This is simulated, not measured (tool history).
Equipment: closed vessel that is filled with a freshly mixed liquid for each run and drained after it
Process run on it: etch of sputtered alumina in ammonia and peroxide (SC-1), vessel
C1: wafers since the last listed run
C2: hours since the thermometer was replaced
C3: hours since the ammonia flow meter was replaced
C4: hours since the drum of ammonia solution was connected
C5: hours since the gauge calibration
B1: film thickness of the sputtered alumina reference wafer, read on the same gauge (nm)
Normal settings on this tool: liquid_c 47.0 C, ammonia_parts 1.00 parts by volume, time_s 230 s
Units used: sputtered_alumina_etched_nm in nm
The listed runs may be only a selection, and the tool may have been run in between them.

run 1 hour=0.0 | liquid_c=43.5 ammonia_parts=1.00 time_s=230 | C1=0 C2=2317.4 C3=2205.3 C4=581.7 C5=1188.3 | B1=150.00 | sputtered_alumina_etched_nm=10.75
-- hour=3.5 gauge calibrated
-- hour=11.6 ammonia flow meter replaced
run 2 hour=35.2 | liquid_c=47.0 ammonia_parts=1.00 time_s=230 | C1=2486 C2=2352.6 C3=23.6 C4=616.9 C5=31.7 | B1=149.99 | sputtered_alumina_etched_nm=12.99
run 3 hour=59.6 | liquid_c=47.0 ammonia_parts=1.00 time_s=230 | C1=1774 C2=2377.0 C3=48.0 C4=641.3 C5=56.1 | B1=149.99 | sputtered_alumina_etched_nm=13.08
run 4 hour=76.3 | liquid_c=54.5 ammonia_parts=1.00 time_s=175 | C1=1214 C2=2393.7 C3=64.7 C4=658.0 C5=72.8 | B1=150.00 | sputtered_alumina_etched_nm=14.86
run 5 hour=167.9 | liquid_c=40.5 ammonia_parts=0.65 time_s=230 | C1=6660 C2=2485.3 C3=156.3 C4=749.6 C5=164.4 | B1=149.99 | sputtered_alumina_etched_nm=8.63
run 6 hour=185.8 | liquid_c=47.0 ammonia_parts=1.00 time_s=230 | C1=1301 C2=2503.2 C3=174.2 C4=767.5 C5=182.3 | B1=150.02 | sputtered_alumina_etched_nm=12.97
run 7 hour=221.5 | liquid_c=44.5 ammonia_parts=0.80 time_s=165 | C1=2595 C2=2538.9 C3=209.9 C4=803.2 C5=218.0 | B1=150.01 | sputtered_alumina_etched_nm=7.90
run 8 hour=243.3 | liquid_c=38.0 ammonia_parts=0.85 time_s=300 | C1=1585 C2=2560.7 C3=231.7 C4=825.0 C5=239.8 | B1=149.99 | sputtered_alumina_etched_nm=9.96
run 9 hour=264.7 | liquid_c=47.0 ammonia_parts=1.00 time_s=285 | C1=1556 C2=2582.1 C3=253.1 C4=846.4 C5=261.2 | B1=149.99 | sputtered_alumina_etched_nm=16.19
-- hour=279.9 new drum of ammonia solution connected
run 10 hour=290.2 | liquid_c=51.5 ammonia_parts=1.00 time_s=150 | C1=1781 C2=2607.6 C3=278.6 C4=10.3 C5=286.7 | B1=149.99 | sputtered_alumina_etched_nm=10.92
-- hour=320.0 thermometer replaced
run 11 hour=324.4 | liquid_c=38.5 ammonia_parts=0.55 time_s=350 | C1=2414 C2=4.4 C3=312.8 C4=44.5 C5=320.9 | B1=150.00 | sputtered_alumina_etched_nm=11.45
run 12 hour=359.5 | liquid_c=51.5 ammonia_parts=1.00 time_s=150 | C1=2552 C2=39.5 C3=347.9 C4=79.6 C5=356.0 | B1=150.00 | sputtered_alumina_etched_nm=10.82
run 13 hour=384.5 | liquid_c=52.5 ammonia_parts=1.00 time_s=230 | C1=1817 C2=64.5 C3=372.9 C4=104.6 C5=381.0 | B1=150.01 | sputtered_alumina_etched_nm=17.85
run 14 hour=438.8 | liquid_c=43.5 ammonia_parts=0.80 time_s=230 | C1=3948 C2=118.8 C3=427.2 C4=158.9 C5=435.3 | B1=150.01 | sputtered_alumina_etched_nm=10.42
run 15 hour=488.8 | liquid_c=47.0 ammonia_parts=1.00 time_s=230 | C1=3635 C2=168.8 C3=477.2 C4=208.9 C5=485.3 | B1=150.01 | sputtered_alumina_etched_nm=13.14
run 16 hour=524.2 | liquid_c=51.5 ammonia_parts=1.00 time_s=230 | C1=2574 C2=204.2 C3=512.6 C4=244.3 C5=520.7 | B1=149.99 | sputtered_alumina_etched_nm=16.85
run 17 hour=548.7 | liquid_c=51.5 ammonia_parts=1.00 time_s=230 | C1=1781 C2=228.7 C3=537.1 C4=268.8 C5=545.2 | B1=149.99 | sputtered_alumina_etched_nm=16.70
run 18 hour=576.6 | liquid_c=41.5 ammonia_parts=1.20 time_s=280 | C1=2028 C2=256.6 C3=565.0 C4=296.7 C5=573.1 | B1=149.99 | sputtered_alumina_etched_nm=11.79
run 19 hour=596.0 | liquid_c=47.0 ammonia_parts=1.00 time_s=230 | C1=1410 C2=276.0 C3=584.4 C4=316.1 C5=592.5 | B1=150.00 | sputtered_alumina_etched_nm=12.88
run 20 hour=619.3 | liquid_c=47.0 ammonia_parts=1.00 time_s=230 | C1=1694 C2=299.3 C3=607.7 C4=339.4 C5=615.8 | B1=150.01 | sputtered_alumina_etched_nm=12.95
run 21 hour=651.6 | liquid_c=50.0 ammonia_parts=0.70 time_s=230 | C1=2348 C2=331.6 C3=640.0 C4=371.7 C5=648.1 | B1=149.99 | sputtered_alumina_etched_nm=14.94
run 22 hour=677.4 | liquid_c=47.0 ammonia_parts=1.20 time_s=355 | C1=1876 C2=357.4 C3=665.8 C4=397.5 C5=673.9 | B1=150.00 | sputtered_alumina_etched_nm=20.41
run 23 hour=712.6 | liquid_c=47.0 ammonia_parts=1.00 time_s=280 | C1=2559 C2=392.6 C3=701.0 C4=432.7 C5=709.1 | B1=150.01 | sputtered_alumina_etched_nm=15.85
run 24 hour=736.9 | liquid_c=47.0 ammonia_parts=1.00 time_s=230 | C1=1766 C2=416.9 C3=725.3 C4=457.0 C5=733.4 | B1=150.00 | sputtered_alumina_etched_nm=13.01
run 25 hour=751.9 | liquid_c=57.0 ammonia_parts=1.00 time_s=230 | C1=1090 C2=431.9 C3=740.3 C4=472.0 C5=748.4 | B1=150.00 | sputtered_alumina_etched_nm=22.41
run 26 hour=773.4 | liquid_c=41.0 ammonia_parts=1.20 time_s=230 | C1=1563 C2=453.4 C3=761.8 C4=493.5 C5=769.9 | B1=149.99 | sputtered_alumina_etched_nm=9.42
run 27 hour=878.2 | liquid_c=47.0 ammonia_parts=1.00 time_s=230 | C1=7620 C2=558.2 C3=866.6 C4=598.3 C5=874.7 | B1=150.00 | sputtered_alumina_etched_nm=12.95
run 28 hour=957.2 | liquid_c=47.0 ammonia_parts=1.00 time_s=230 | C1=5744 C2=637.2 C3=945.6 C4=677.3 C5=953.7 | B1=149.99 | sputtered_alumina_etched_nm=13.03

Branching from run 28: 4 alternative next runs. What would each branch give?
run A hour=957.9 | liquid_c=47.0 ammonia_parts=1.00 time_s=230 | C1=50 C2=637.9 C3=946.3 C4=678.0 C5=954.4 | B1=? | sputtered_alumina_etched_nm=?
run B hour=957.9 | liquid_c=40.0 ammonia_parts=1.00 time_s=105 | C1=50 C2=637.9 C3=946.3 C4=678.0 C5=954.4 | B1=? | sputtered_alumina_etched_nm=?
run C hour=957.9 | liquid_c=38.0 ammonia_parts=1.00 time_s=365 | C1=50 C2=637.9 C3=946.3 C4=678.0 C5=954.4 | B1=? | sputtered_alumina_etched_nm=?
run D hour=957.9 | liquid_c=39.5 ammonia_parts=1.00 time_s=285 | C1=50 C2=637.9 C3=946.3 C4=678.0 C5=954.4 | B1=? | sputtered_alumina_etched_nm=?

run=A B1=150.02 sputtered_alumina_etched_nm=13.19
run=B B1=150.02 sputtered_alumina_etched_nm=4.03
run=C B1=150.02 sputtered_alumina_etched_nm=12.42
run=D B1=150.02 sputtered_alumina_etched_nm=10.61
Without the tool's unlogged condition, the same runs would have read:
run=A sputtered_alumina_etched_nm=13.19
run=B sputtered_alumina_etched_nm=4.03
run=C sputtered_alumina_etched_nm=12.42
run=D sputtered_alumina_etched_nm=10.61
